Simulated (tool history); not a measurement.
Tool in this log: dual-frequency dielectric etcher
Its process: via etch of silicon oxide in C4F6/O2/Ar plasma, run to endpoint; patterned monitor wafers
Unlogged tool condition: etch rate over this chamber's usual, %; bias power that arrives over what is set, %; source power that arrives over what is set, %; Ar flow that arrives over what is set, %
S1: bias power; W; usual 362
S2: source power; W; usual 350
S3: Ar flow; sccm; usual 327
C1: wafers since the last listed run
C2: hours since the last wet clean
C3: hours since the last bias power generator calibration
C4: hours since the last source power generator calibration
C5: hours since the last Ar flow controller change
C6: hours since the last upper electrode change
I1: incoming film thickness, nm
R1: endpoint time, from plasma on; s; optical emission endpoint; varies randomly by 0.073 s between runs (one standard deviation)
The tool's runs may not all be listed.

run	day	S1	S2	S3	C1	C2	C3	C4	C5	C6	I1	R1
1	0	362	350	327	0	317.4	2573.5	3604.2	1245.9	2637.1	78.8	20.5
2	2.658	362	350	327	1304	381.2	2637.3	3668	1309.7	2700.9	79	20.7
3	3.692	362	350	327	507	406	2662.1	3692.8	1334.5	2725.7	78.7	20.9
4	5.983	362	350	327	1124	461	2717.1	3747.8	1389.5	2780.7	79.5	21
# day 7.204: wet clean of the chamber
5	8.808	362	350	310	895	38.5	2784.9	3815.6	1457.3	2848.5	79.2	20
6	10.388	362	350	327	774	76.4	2822.8	3853.5	1495.2	2886.4	79.7	20.4
7	13.308	362	380	384	1433	146.5	2892.9	3923.6	1565.3	2956.5	79.1	20
8	15.854	362	380	384	1249	207.6	2954	3984.7	1626.4	3017.6	79	20.1
# day 18.738: upper electrode replaced
9	18.758	362	380	384	934	277.3	3023.7	4054.4	1696.1	0.5	79.3	20.3
10	20.521	362	350	327	864	319.6	3066	4096.7	1738.4	42.8	80	20.7
11	21.533	362	350	286	496	343.9	3090.3	4121	1762.7	67.1	79.4	20.4
# day 22.075: Ar flow controller replaced
12	23.35	362	350	310	768	387.5	3133.9	4164.6	30.6	110.7	79.3	20.7
# day 26.112: source power generator calibrated
13	26.133	451	390	409	1284	454.3	3200.7	0.5	97.4	177.5	79.3	19.3
14	28.154	406	320	327	991	502.8	3249.2	49	145.9	226	79.4	21.2
15	30.021	362	350	327	916	547.6	3294	93.8	190.7	270.8	79.5	21.1
# day 32.096: wet clean of the chamber
16	32.5	362	420	288	725	9.7	3353.5	153.3	250.2	330.3	80.9	18.8
17	33.588	362	350	327	533	35.8	3379.6	179.4	276.3	356.4	80.1	20.5
# day 34.604: bias power generator calibrated
18	34.996	390	380	306	609	69.6	9.4	213.2	310.1	390.2	79.3	19
19	37.45	408	350	303	1204	128.5	68.3	272.1	369	449.1	79.4	19.6
20	40.092	311	350	302	1296	191.9	131.7	335.5	432.4	512.5	79	21.1
21	41.958	362	350	327	916	236.7	176.5	380.3	477.2	557.3	80.4	20.9
22	43.746	424	260	356	877	279.6	219.4	423.2	520.1	600.2	78.5	22.4

Pick out some run-to-run changes in R1. Of each, how much would a tool without hidden state show as well, from the settings, what came in and chance, and how much is left for the hidden state and any gauge scatter not in both results compared?
Run 4 -> 5: S3 327 -> 310, wet clean of the chamber. R1 -1 s: hidden state -0.8, all else -0.2.
Run 13 -> 14: S1 451 -> 406, S2 390 -> 320, S3 409 -> 327. R1 +1.9 s: hidden state +0.1, all else +1.8.
Run 15 -> 16: S2 350 -> 420, S3 327 -> 288, wet clean of the chamber. R1 -2.3 s: hidden state -0.9, all else -1.4.
